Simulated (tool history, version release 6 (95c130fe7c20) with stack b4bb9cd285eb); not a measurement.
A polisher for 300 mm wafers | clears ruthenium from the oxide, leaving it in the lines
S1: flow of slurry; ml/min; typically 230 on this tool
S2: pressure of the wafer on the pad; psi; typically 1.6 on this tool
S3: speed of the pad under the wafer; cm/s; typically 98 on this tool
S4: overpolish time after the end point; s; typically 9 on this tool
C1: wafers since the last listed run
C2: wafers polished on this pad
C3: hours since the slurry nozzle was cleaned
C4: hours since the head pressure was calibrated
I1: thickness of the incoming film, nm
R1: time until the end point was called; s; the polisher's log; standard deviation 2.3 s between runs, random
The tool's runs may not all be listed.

run 1 day=0 | S1=230 S2=1.2 S3=98 S4=9 | C1=0 C2=450 C3=255 C4=49.2 | I1=105.1 | R1=182.1
run 2 day=0.65 | S1=230 S2=1.2 S3=98 S4=9 | C1=115 C2=566 C3=270.6 C4=64.8 | I1=103.6 | R1=177.5
run 3 day=1.221 | S1=230 S2=1.6 S3=98 S4=9 | C1=101 C2=667 C3=284.3 C4=78.5 | I1=103.9 | R1=132.3
run 4 day=1.671 | S1=230 S2=1.6 S3=98 S4=9 | C1=79 C2=747 C3=295.1 C4=89.3 | I1=105.6 | R1=139.5
-- day=2.188 slurry nozzle cleaned
run 5 day=2.367 | S1=230 S2=1.6 S3=98 S4=9 | C1=116 C2=863 C3=4.3 C4=106 | I1=106 | R1=141.5
run 6 day=3.046 | S1=280 S2=1.6 S3=98 S4=9 | C1=120 C2=984 C3=20.6 C4=122.3 | I1=103.9 | R1=136.1
run 7 day=3.429 | S1=280 S2=1.6 S3=98 S4=9 | C1=68 C2=1052 C3=29.8 C4=131.5 | I1=105.9 | R1=141
run 8 day=3.717 | S1=230 S2=2 S3=98 S4=9 | C1=51 C2=1103 C3=36.7 C4=138.4 | I1=106 | R1=113.2
run 9 day=4.25 | S1=230 S2=2 S3=98 S4=9 | C1=94 C2=1198 C3=49.5 C4=151.2 | I1=106.1 | R1=115.7
run 10 day=4.892 | S1=230 S2=1.6 S3=98 S4=9 | C1=114 C2=1312 C3=64.9 C4=166.6 | I1=103.4 | R1=146.8
run 11 day=5.583 | S1=230 S2=1.6 S3=98 S4=9 | C1=122 C2=1435 C3=81.5 C4=183.2 | I1=104.5 | R1=153.3
run 12 day=5.967 | S1=230 S2=1.6 S3=74 S4=9 | C1=68 C2=1503 C3=90.7 C4=192.4 | I1=104.1 | R1=190
-- day=6.388 worn pad replaced by a new one
run 13 day=6.625 | S1=230 S2=1.6 S3=74 S4=9 | C1=87 C2=41 C3=106.5 C4=208.2 | I1=105.2 | R1=171
run 14 day=7.192 | S1=230 S2=1.6 S3=74 S4=9 | C1=100 C2=142 C3=120.1 C4=221.8 | I1=104.6 | R1=165.6
run 15 day=7.929 | S1=210 S2=1.6 S3=98 S4=9 | C1=131 C2=273 C3=137.8 C4=239.5 | I1=105.5 | R1=134.4
run 16 day=8.55 | S1=230 S2=1.6 S3=98 S4=9 | C1=110 C2=383 C3=152.7 C4=254.4 | I1=105 | R1=135.7
run 17 day=9.021 | S1=230 S2=1.6 S3=98 S4=9 | C1=83 C2=467 C3=164 C4=265.7 | I1=104.7 | R1=135
run 18 day=9.55 | S1=295 S2=1.2 S3=98 S4=9 | C1=94 C2=561 C3=176.7 C4=278.4 | I1=104.1 | R1=166.8
run 19 day=9.892 | S1=230 S2=1.6 S3=98 S4=9 | C1=60 C2=622 C3=184.9 C4=286.6 | I1=105 | R1=133.8
run 20 day=10.496 | S1=230 S2=1.6 S3=86 S4=12 | C1=107 C2=729 C3=199.4 C4=301.1 | I1=105.3 | R1=157.3
run 21 day=11.138 | S1=230 S2=1.6 S3=98 S4=14 | C1=114 C2=843 C3=214.8 C4=316.5 | I1=104.5 | R1=136.9
run 22 day=12.35 | S1=230 S2=1.6 S3=98 S4=5 | C1=215 C2=1059 C3=243.9 C4=345.6 | I1=106.4 | R1=145.1
run 23 day=12.792 | S1=280 S2=1.6 S3=110 S4=7 | C1=78 C2=1137 C3=254.5 C4=356.2 | I1=105.1 | R1=127.2
-- day=12.9 head pressure recalibrated
run 24 day=13.112 | S1=230 S2=1.6 S3=98 S4=9 | C1=42 C2=1179 C3=262.2 C4=5.1 | I1=104.4 | R1=145.3
run 25 day=13.862 | S1=230 S2=1.6 S3=98 S4=9 | C1=133 C2=1313 C3=280.2 C4=23.1 | I1=104.7 | R1=147
-- day=14.388 slurry nozzle cleaned
run 26 day=14.408 | S1=230 S2=1.6 S3=74 S4=9 | C1=89 C2=1402 C3=0.5 C4=36.2 | I1=103.2 | R1=187.4
-- day=14.808 worn pad replaced by a new one
run 27 day=14.829 | S1=230 S2=1.6 S3=98 S4=9 | C1=45 C2=3 C3=10.6 C4=46.3 | I1=107.3 | R1=133.6
run 28 day=15.462 | S1=230 S2=2.2 S3=98 S4=9 | C1=112 C2=116 C3=25.8 C4=61.5 | I1=105.6 | R1=93.1
run 29 day=15.792 | S1=185 S2=1.6 S3=98 S4=9 | C1=58 C2=174 C3=33.7 C4=69.4 | I1=104 | R1=133.1
run 30 day=16.617 | S1=270 S2=1.2 S3=90 S4=9 | C1=146 C2=321 C3=53.5 C4=89.2 | I1=106.7 | R1=183.4
run 31 day=17.296 | S1=230 S2=1.6 S3=98 S4=9 | C1=120 C2=442 C3=69.8 C4=105.5 | I1=105.9 | R1=132.4
run 32 day=17.95 | S1=230 S2=2.1 S3=98 S4=6 | C1=116 C2=558 C3=85.5 C4=121.2 | I1=105 | R1=100.2
run 33 day=18.275 | S1=260 S2=1.6 S3=82 S4=9 | C1=57 C2=616 C3=93.3 C4=129 | I1=104.2 | R1=154.9
run 34 day=18.538 | S1=230 S2=1.6 S3=98 S4=9 | C1=46 C2=662 C3=99.6 C4=135.3 | I1=105.9 | R1=137.8
run 35 day=18.8 | S1=170 S2=1.4 S3=98 S4=14 | C1=46 C2=709 C3=105.9 C4=141.6 | I1=106.9 | R1=162.4

Here are 5 independent what-if runs from the current tool condition. What would each one return?
run A day=18.821 | S1=230 S2=1.6 S3=66 S4=9 | C1=3 C2=713 C3=106.4 C4=142.1 | I1=105.6 | R1=?
run B day=18.821 | S1=160 S2=1.8 S3=98 S4=9 | C1=3 C2=713 C3=106.4 C4=142.1 | I1=105.6 | R1=?
run C day=18.821 | S1=300 S2=1.6 S3=66 S4=7 | C1=3 C2=713 C3=106.4 C4=142.1 | I1=105.6 | R1=?
run D day=18.821 | S1=230 S2=1.4 S3=98 S4=9 | C1=3 C2=713 C3=106.4 C4=142.1 | I1=105.6 | R1=?
run E day=18.821 | S1=230 S2=1.6 S3=80 S4=6 | C1=3 C2=713 C3=106.4 C4=142.1 | I1=105.6 | R1=?

run=A R1=188.6
run=B R1=123.5
run=C R1=183.2
run=D R1=150
run=E R1=158.3
Had the tool no hidden state, the same runs would have come out as:
run=A R1=183
run=B R1=119.9
run=C R1=177.7
run=D R1=145.5
run=E R1=153.6

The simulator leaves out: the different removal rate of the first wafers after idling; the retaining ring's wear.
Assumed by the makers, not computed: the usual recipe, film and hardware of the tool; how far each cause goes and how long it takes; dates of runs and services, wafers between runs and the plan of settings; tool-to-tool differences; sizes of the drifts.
